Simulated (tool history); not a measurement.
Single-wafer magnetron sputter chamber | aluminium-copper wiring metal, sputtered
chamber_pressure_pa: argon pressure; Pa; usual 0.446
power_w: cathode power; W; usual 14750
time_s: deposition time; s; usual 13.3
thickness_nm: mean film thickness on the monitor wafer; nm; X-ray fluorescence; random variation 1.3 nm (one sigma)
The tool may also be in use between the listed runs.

run	hour	chamber_pressure_pa	power_w	time_s	read-back reference wafer on the same gauge, thickness_nm	thickness_nm
1	0	0.446	14750	13.3	321.071	321.082
# hour 63.5: sputter target and shields replaced
2	66.5	0.446	14750	13.3	320.844	328.563
3	91.2	0.446	14750	13.3	321.027	325.209
4	117.3	0.446	14750	13.3	320.868	322.676
5	153	0.446	14750	13.3	321.05	320.287
6	188.9	0.391	15800	13.3	321.536	349.621
7	211.4	0.391	15800	13.3	320.803	351.032
# hour 245.1: sputter target and shields replaced
8	247	0.391	15800	13.3	320.752	360.698
# hour 265.1: magnet pack replaced
9	282.3	0.446	14750	13.3	321.093	323.151
10	296.8	0.446	14750	13.3	321.062	320.379
11	401.1	0.303	14750	13.3	320.985	338.49
# hour 415.5: sputter target and shields replaced
# hour 426.7: gauge calibrated
12	478.5	0.303	14750	13.3	321.135	344.623

The next listed run, before its measurement:
13	496.7	0.368	13550	14.1	?	?

read-back reference wafer on the same gauge, thickness_nm: 320.761
thickness_nm: 325.681 nm
Without the tool's hidden state the same run would have given thickness_nm 336.983 nm.

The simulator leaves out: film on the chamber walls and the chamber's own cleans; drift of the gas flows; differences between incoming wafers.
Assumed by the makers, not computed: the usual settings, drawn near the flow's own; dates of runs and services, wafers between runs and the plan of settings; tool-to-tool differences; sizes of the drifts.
